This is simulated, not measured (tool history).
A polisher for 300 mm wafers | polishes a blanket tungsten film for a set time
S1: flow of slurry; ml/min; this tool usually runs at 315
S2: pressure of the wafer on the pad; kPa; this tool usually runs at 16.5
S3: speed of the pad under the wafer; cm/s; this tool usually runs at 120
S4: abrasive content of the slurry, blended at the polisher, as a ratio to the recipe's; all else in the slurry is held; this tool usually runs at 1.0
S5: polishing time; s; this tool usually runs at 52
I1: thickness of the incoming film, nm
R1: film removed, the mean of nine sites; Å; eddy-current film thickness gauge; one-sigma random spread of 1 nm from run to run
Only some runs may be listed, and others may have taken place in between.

{"run": 1, "day": 0.0, "S1": 315, "S2": 16.5, "S3": 120, "S4": 1.0, "S5": 52, "I1": 1376.4, "R1": 1542}
{"run": 2, "day": 1.117, "S1": 315, "S2": 16.5, "S3": 120, "S4": 1.0, "S5": 52, "I1": 1347.9, "R1": 1554}
{"run": 3, "day": 2.462, "S1": 315, "S2": 16.5, "S3": 120, "S4": 1.0, "S5": 52, "I1": 1350.9, "R1": 1536}
{"run": 4, "day": 3.275, "S1": 315, "S2": 16.5, "S3": 120, "S4": 1.0, "S5": 52, "I1": 1372.0, "R1": 1513}
{"run": 5, "day": 4.704, "S1": 315, "S2": 16.5, "S3": 120, "S4": 1.0, "S5": 52, "I1": 1346.7, "R1": 1628}
{"run": 6, "day": 6.033, "S1": 315, "S2": 16.5, "S3": 120, "S4": 1.0, "S5": 52, "I1": 1347.7, "R1": 1578}
{"run": 7, "day": 6.704, "S1": 315, "S2": 16.5, "S3": 120, "S4": 1.0, "S5": 43, "I1": 1356.4, "R1": 1299}
{"run": 8, "day": 7.329, "S1": 315, "S2": 16.5, "S3": 120, "S4": 1.0, "S5": 43, "I1": 1362.4, "R1": 1292}
{"run": 9, "day": 8.346, "S1": 315, "S2": 16.5, "S3": 120, "S4": 1.0, "S5": 43, "I1": 1333.0, "R1": 1267}
{"run": 10, "day": 8.862, "S1": 315, "S2": 16.5, "S3": 120, "S4": 1.0, "S5": 52, "I1": 1379.8, "R1": 1547}
{"run": 11, "day": 10.017, "S1": 315, "S2": 16.5, "S3": 120, "S4": 1.0, "S5": 52, "I1": 1365.0, "R1": 1566}
{"run": 12, "day": 11.462, "S1": 315, "S2": 16.5, "S3": 120, "S4": 1.0, "S5": 52, "I1": 1343.1, "R1": 1559}
{"run": 13, "day": 12.721, "S1": 395, "S2": 16.5, "S3": 120, "S4": 1.0, "S5": 52, "I1": 1357.1, "R1": 1683}
{"run": 14, "day": 13.571, "S1": 315, "S2": 16.5, "S3": 120, "S4": 1.0, "S5": 52, "I1": 1385.9, "R1": 1596}
{"run": 15, "day": 15.029, "S1": 315, "S2": 17.9, "S3": 82, "S4": 0.8, "S5": 68, "I1": 1341.2, "R1": 1402}
{"run": 16, "day": 16.292, "S1": 315, "S2": 16.5, "S3": 120, "S4": 1.0, "S5": 52, "I1": 1370.0, "R1": 1541}
{"run": 17, "day": 18.021, "S1": 315, "S2": 16.5, "S3": 120, "S4": 1.0, "S5": 69, "I1": 1362.2, "R1": 2016}
{"run": 18, "day": 18.946, "S1": 315, "S2": 16.5, "S3": 120, "S4": 1.0, "S5": 52, "I1": 1339.2, "R1": 1535}
{"run": 19, "day": 20.067, "S1": 315, "S2": 16.5, "S3": 106, "S4": 1.0, "S5": 52, "I1": 1364.7, "R1": 1339}
{"run": 20, "day": 20.671, "S1": 315, "S2": 16.5, "S3": 120, "S4": 0.9, "S5": 46, "I1": 1373.4, "R1": 1299}
{"run": 21, "day": 21.367, "S1": 235, "S2": 16.5, "S3": 120, "S4": 1.0, "S5": 43, "I1": 1381.0, "R1": 1236}
{"run": 22, "day": 21.971, "S1": 410, "S2": 16.5, "S3": 120, "S4": 1.0, "S5": 42, "I1": 1345.1, "R1": 1244}
{"run": 23, "day": 23.662, "S1": 285, "S2": 19.3, "S3": 142, "S4": 1.0, "S5": 52, "I1": 1366.5, "R1": 2154}
{"run": 24, "day": 24.646, "S1": 315, "S2": 16.5, "S3": 120, "S4": 1.0, "S5": 52, "I1": 1379.2, "R1": 1563}

Withheld: 15 entries from between the runs. Position of each, and hidden state at the listed run before versus the listed run after:
Between runs 1 and 2: worn pad replaced by a new one (day 0.200); slurry tank refilled with fresh slurry and peroxide (day 0.529)
  slurry flow missing at the pad, %: 30.8 -> 33.7; abrasive missing from the slurry, %: 15.1 -> 16.1
  difference, measured minus the result without the unlogged condition, R1: -125 -> -137 Å
Between runs 4 and 5: slurry blender recalibrated (day 4.600)
  slurry flow missing at the pad, %: 37.8 -> 39.8; abrasive missing from the slurry, %: 17.3 -> 1.14
  difference, measured minus the result without the unlogged condition, R1: -148 -> -51 Å
Between runs 5 and 6: worn pad replaced by a new one (day 5.288)
  slurry flow missing at the pad, %: 39.8 -> 41.1; abrasive missing from the slurry, %: 1.14 -> 7.69
  difference, measured minus the result without the unlogged condition, R1: -51 -> -92 Å
Between runs 8 and 9: slurry tank refilled with fresh slurry and peroxide (day 7.929)
  slurry flow missing at the pad, %: 42.2 -> 42.8; abrasive missing from the slurry, %: 11.7 -> 13.7
  difference, measured minus the result without the unlogged condition, R1: -98 -> -109 Å
Between runs 10 and 11: slurry nozzle cleaned (day 9.354); worn pad replaced by a new one (day 9.992)
  slurry flow missing at the pad, %: 43.1 -> 5.17; abrasive missing from the slurry, %: 14.5 -> 15.8
  difference, measured minus the result without the unlogged condition, R1: -139 -> -104 Å
Between runs 11 and 12: head pressure recalibrated (day 11.033)
  slurry flow missing at the pad, %: 5.17 -> 14.2; abrasive missing from the slurry, %: 15.8 -> 16.8
  difference, measured minus the result without the unlogged condition, R1: -104 -> -119 Å
Between runs 12 and 13: slurry blender recalibrated (day 12.700)
  slurry flow missing at the pad, %: 14.2 -> 20.2; abrasive missing from the slurry, %: 16.8 -> 2.39
  difference, measured minus the result without the unlogged condition, R1: -119 -> -32 Å
Between runs 14 and 15: worn pad replaced by a new one (day 14.638); slurry tank refilled with fresh slurry and peroxide (day 14.667)
  slurry flow missing at the pad, %: 23.5 -> 28.1; abrasive missing from the slurry, %: 7.07 -> 12.4
  difference, measured minus the result without the unlogged condition, R1: -65 -> -91 Å
Between runs 17 and 18: worn pad replaced by a new one (day 18.888)
  slurry flow missing at the pad, %: 34.3 -> 35.6; abrasive missing from the slurry, %: 17.5 -> 18.2
  difference, measured minus the result without the unlogged condition, R1: -192 -> -155 Å
Between runs 22 and 23: slurry blender recalibrated (day 22.125); slurry tank refilled with fresh slurry and peroxide (day 22.471); worn pad replaced by a new one (day 23.525)
  slurry flow missing at the pad, %: 38.5 -> 39.5; abrasive missing from the slurry, %: 19.5 -> 9.15
  difference, measured minus the result without the unlogged condition, R1: -131 -> -138 Å

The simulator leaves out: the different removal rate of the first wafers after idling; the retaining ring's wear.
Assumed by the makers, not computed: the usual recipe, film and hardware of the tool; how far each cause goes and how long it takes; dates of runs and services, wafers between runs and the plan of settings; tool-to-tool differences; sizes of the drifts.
